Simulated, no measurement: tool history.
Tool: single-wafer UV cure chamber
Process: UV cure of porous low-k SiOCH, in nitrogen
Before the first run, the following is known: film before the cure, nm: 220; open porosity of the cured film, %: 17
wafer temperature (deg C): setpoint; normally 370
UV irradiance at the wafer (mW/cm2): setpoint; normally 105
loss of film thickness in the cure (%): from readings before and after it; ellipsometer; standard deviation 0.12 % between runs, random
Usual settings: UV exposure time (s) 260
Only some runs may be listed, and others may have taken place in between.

run	hour	wafer temperature (deg C)	UV exposure time (s)	UV irradiance at the wafer (mW/cm2)	wafers since the last listed run	hours since the UV bulbs were replaced	wafers since the quartz window was cleaned	loss of film thickness in the cure (%)
1	0	370	260	105	0	2117.9	742	10.763
2	28.5	370	260	105	207	2146.4	950	10.379
3	46.9	370	260	105	134	2164.8	1084	10.31
# hour 62: quartz window cleaned
4	63.7	370	205	105	64	2181.6	12	9.937
5	156.4	370	205	105	676	2274.3	688	9.548
6	177.8	370	160	105	156	2295.7	845	8.666
7	209.3	370	260	105	229	2327.2	1074	10.382
# hour 233: quartz window cleaned
8	233.5	370	260	105	118	2351.4	3	11.285
9	246.1	370	260	105	91	2364	95	11.163
10	262.4	370	260	105	118	2380.3	214	11.07
11	282.1	370	260	105	143	2400	358	11.108
12	301	370	260	105	137	2418.9	496	10.928
# hour 313.1: UV bulbs replaced
13	327.4	370	260	105	134	14.3	630	10.825
14	354.5	370	260	105	197	41.4	828	10.552
15	376.3	370	260	119	159	63.2	987	10.863
16	396.8	385	260	121	149	83.7	1136	10.966
# hour 414.1: quartz window cleaned
17	416.1	359	260	69	82	103	14	8.89
18	432.9	370	260	105	122	119.8	137	10.93
19	458.5	370	260	76	186	145.4	323	9.637
20	487.5	354	105	141	211	174.4	535	8.073
21	500.9	359	155	105	97	187.8	633	8.389
22	518.9	370	260	105	131	205.8	764	10.772
23	537.7	370	260	129	137	224.6	901	11.109
24	556.2	363	260	92	134	243.1	1036	9.62
# hour 571.8: quartz window cleaned
25	579.7	370	260	105	113	266.6	57	11.192
26	594.9	361	355	84	110	281.8	168	11.058
27	614.4	370	260	131	142	301.3	310	11.676
28	638.4	356	350	139	175	325.3	485	13.109
29	665.2	355	165	134	195	352.1	681	9.537
30	678.1	370	160	115	94	365	775	9.065

Here are 4 independent what-if runs from the current tool condition. What would each one return?
A	678.6	370	260	105	3	365.5	779	?
B	678.6	352	380	143	3	365.5	779	?
C	678.6	370	175	76	3	365.5	779	?
D	678.6	359	260	123	3	365.5	779	?

run	loss of film thickness in the cure (%)
A	10.586
B	13.191
C	7.738
D	11.049
With no hidden state in the tool, these same runs would have given:
run	loss of film thickness in the cure (%)
A	10.973
B	13.596
C	8.091
D	11.441
